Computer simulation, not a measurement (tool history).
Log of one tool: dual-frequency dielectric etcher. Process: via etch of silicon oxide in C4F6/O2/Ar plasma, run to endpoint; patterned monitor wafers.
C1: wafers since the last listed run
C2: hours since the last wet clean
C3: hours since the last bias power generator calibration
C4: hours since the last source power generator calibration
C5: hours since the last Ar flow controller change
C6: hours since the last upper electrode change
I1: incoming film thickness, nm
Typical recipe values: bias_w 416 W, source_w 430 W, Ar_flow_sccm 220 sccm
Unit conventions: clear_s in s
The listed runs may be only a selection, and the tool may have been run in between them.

{"run": 1, "day": 0.0, "bias_w": 416, "source_w": 430, "Ar_flow_sccm": 220, "C1": 0, "C2": 273, "C3": 1660.2, "C4": 2438.9, "C5": 4014.6, "C6": 3568.3, "I1": 131.9, "clear_s": 29.9}
{"run": 2, "day": 1.996, "bias_w": 416, "source_w": 430, "Ar_flow_sccm": 220, "C1": 706, "C2": 320.9, "C3": 1708.1, "C4": 2486.8, "C5": 4062.5, "C6": 3616.2, "I1": 130.4, "clear_s": 29.5}
{"run": 3, "day": 4.779, "bias_w": 416, "source_w": 430, "Ar_flow_sccm": 220, "C1": 984, "C2": 387.7, "C3": 1774.9, "C4": 2553.6, "C5": 4129.3, "C6": 3683, "I1": 131.5, "clear_s": 29.9}
{"run": 4, "day": 9.125, "bias_w": 416, "source_w": 430, "Ar_flow_sccm": 220, "C1": 1537, "C2": 492, "C3": 1879.2, "C4": 2657.9, "C5": 4233.6, "C6": 3787.3, "I1": 131.2, "clear_s": 30.1}
{"run": 5, "day": 11.896, "bias_w": 416, "source_w": 430, "Ar_flow_sccm": 220, "C1": 980, "C2": 558.5, "C3": 1945.7, "C4": 2724.4, "C5": 4300.1, "C6": 3853.8, "I1": 129.6, "clear_s": 30}
{"day": 13.25, "done": "wet clean of the chamber"}
{"run": 6, "day": 14.438, "bias_w": 416, "source_w": 430, "Ar_flow_sccm": 220, "C1": 545, "C2": 28.5, "C3": 2006.7, "C4": 2785.4, "C5": 4361.1, "C6": 3914.8, "I1": 131.5, "clear_s": 29.4}
{"day": 18.262, "done": "bias power generator calibrated"}
{"run": 7, "day": 18.283, "bias_w": 416, "source_w": 430, "Ar_flow_sccm": 220, "C1": 1301, "C2": 120.8, "C3": 0.5, "C4": 2877.7, "C5": 4453.4, "C6": 4007.1, "I1": 131.1, "clear_s": 29.4}
{"day": 19.712, "done": "Ar flow controller replaced"}
{"run": 8, "day": 20.333, "bias_w": 416, "source_w": 430, "Ar_flow_sccm": 220, "C1": 636, "C2": 170, "C3": 49.7, "C4": 2926.9, "C5": 14.9, "C6": 4056.3, "I1": 131.3, "clear_s": 29.6}
{"run": 9, "day": 22.767, "bias_w": 416, "source_w": 430, "Ar_flow_sccm": 220, "C1": 860, "C2": 228.4, "C3": 108.1, "C4": 2985.3, "C5": 73.3, "C6": 4114.7, "I1": 132.5, "clear_s": 29.8}
{"run": 10, "day": 26.775, "bias_w": 495, "source_w": 390, "Ar_flow_sccm": 220, "C1": 1418, "C2": 324.6, "C3": 204.3, "C4": 3081.5, "C5": 169.5, "C6": 4210.9, "I1": 132.7, "clear_s": 29.2}
{"run": 11, "day": 28.329, "bias_w": 378, "source_w": 430, "Ar_flow_sccm": 220, "C1": 549, "C2": 361.9, "C3": 241.6, "C4": 3118.8, "C5": 206.8, "C6": 4248.2, "I1": 130.7, "clear_s": 30.5}
{"day": 33.346, "done": "upper electrode replaced"}
{"run": 12, "day": 33.367, "bias_w": 365, "source_w": 340, "Ar_flow_sccm": 190, "C1": 1428, "C2": 482.8, "C3": 362.5, "C4": 3239.7, "C5": 327.7, "C6": 0.5, "I1": 132.6, "clear_s": 33.6}
{"day": 34.275, "done": "source power generator calibrated"}
{"run": 13, "day": 35.683, "bias_w": 416, "source_w": 430, "Ar_flow_sccm": 220, "C1": 760, "C2": 538.4, "C3": 418.1, "C4": 33.8, "C5": 383.3, "C6": 56.1, "I1": 130.6, "clear_s": 30.1}
{"day": 39.192, "done": "wet clean of the chamber"}
{"run": 14, "day": 39.317, "bias_w": 449, "source_w": 360, "Ar_flow_sccm": 261, "C1": 931, "C2": 3, "C3": 505.3, "C4": 121, "C5": 470.5, "C6": 143.3, "I1": 133, "clear_s": 31.2}
{"run": 15, "day": 41.779, "bias_w": 416, "source_w": 430, "Ar_flow_sccm": 220, "C1": 871, "C2": 62.1, "C3": 564.4, "C4": 180.1, "C5": 529.6, "C6": 202.4, "I1": 131.6, "clear_s": 29.3}
{"run": 16, "day": 45.862, "bias_w": 451, "source_w": 490, "Ar_flow_sccm": 258, "C1": 1444, "C2": 160.1, "C3": 662.4, "C4": 278.1, "C5": 627.6, "C6": 300.4, "I1": 132.1, "clear_s": 28.2}
{"run": 17, "day": 50.096, "bias_w": 449, "source_w": 360, "Ar_flow_sccm": 261, "C1": 1497, "C2": 261.7, "C3": 764, "C4": 379.7, "C5": 729.2, "C6": 402, "I1": 131.2, "clear_s": 31.3}
{"run": 18, "day": 54.517, "bias_w": 478, "source_w": 430, "Ar_flow_sccm": 220, "C1": 1564, "C2": 367.8, "C3": 870.1, "C4": 485.8, "C5": 835.3, "C6": 508.1, "I1": 131.6, "clear_s": 28.5}

Forecast each of these 5 alternatives for the next run:
{"run": "A", "day": 54.533, "bias_w": 416, "source_w": 430, "Ar_flow_sccm": 220, "C1": 5, "C2": 368.2, "C3": 870.5, "C4": 486.2, "C5": 835.7, "C6": 508.5, "I1": 131.4, "clear_s": "?"}
{"run": "B", "day": 54.533, "bias_w": 376, "source_w": 350, "Ar_flow_sccm": 192, "C1": 5, "C2": 368.2, "C3": 870.5, "C4": 486.2, "C5": 835.7, "C6": 508.5, "I1": 131.4, "clear_s": "?"}
{"run": "C", "day": 54.533, "bias_w": 478, "source_w": 340, "Ar_flow_sccm": 220, "C1": 5, "C2": 368.2, "C3": 870.5, "C4": 486.2, "C5": 835.7, "C6": 508.5, "I1": 131.4, "clear_s": "?"}
{"run": "D", "day": 54.533, "bias_w": 502, "source_w": 390, "Ar_flow_sccm": 166, "C1": 5, "C2": 368.2, "C3": 870.5, "C4": 486.2, "C5": 835.7, "C6": 508.5, "I1": 131.4, "clear_s": "?"}
{"run": "E", "day": 54.533, "bias_w": 416, "source_w": 430, "Ar_flow_sccm": 183, "C1": 5, "C2": 368.2, "C3": 870.5, "C4": 486.2, "C5": 835.7, "C6": 508.5, "I1": 131.4, "clear_s": "?"}

run=A clear_s=29.9
run=B clear_s=32.5
run=C clear_s=31
run=D clear_s=28.3
run=E clear_s=29.4
With no hidden state in the tool, these same runs would have given:
run=A clear_s=29.3
run=B clear_s=31.8
run=C clear_s=30.3
run=D clear_s=27.7
run=E clear_s=28.7
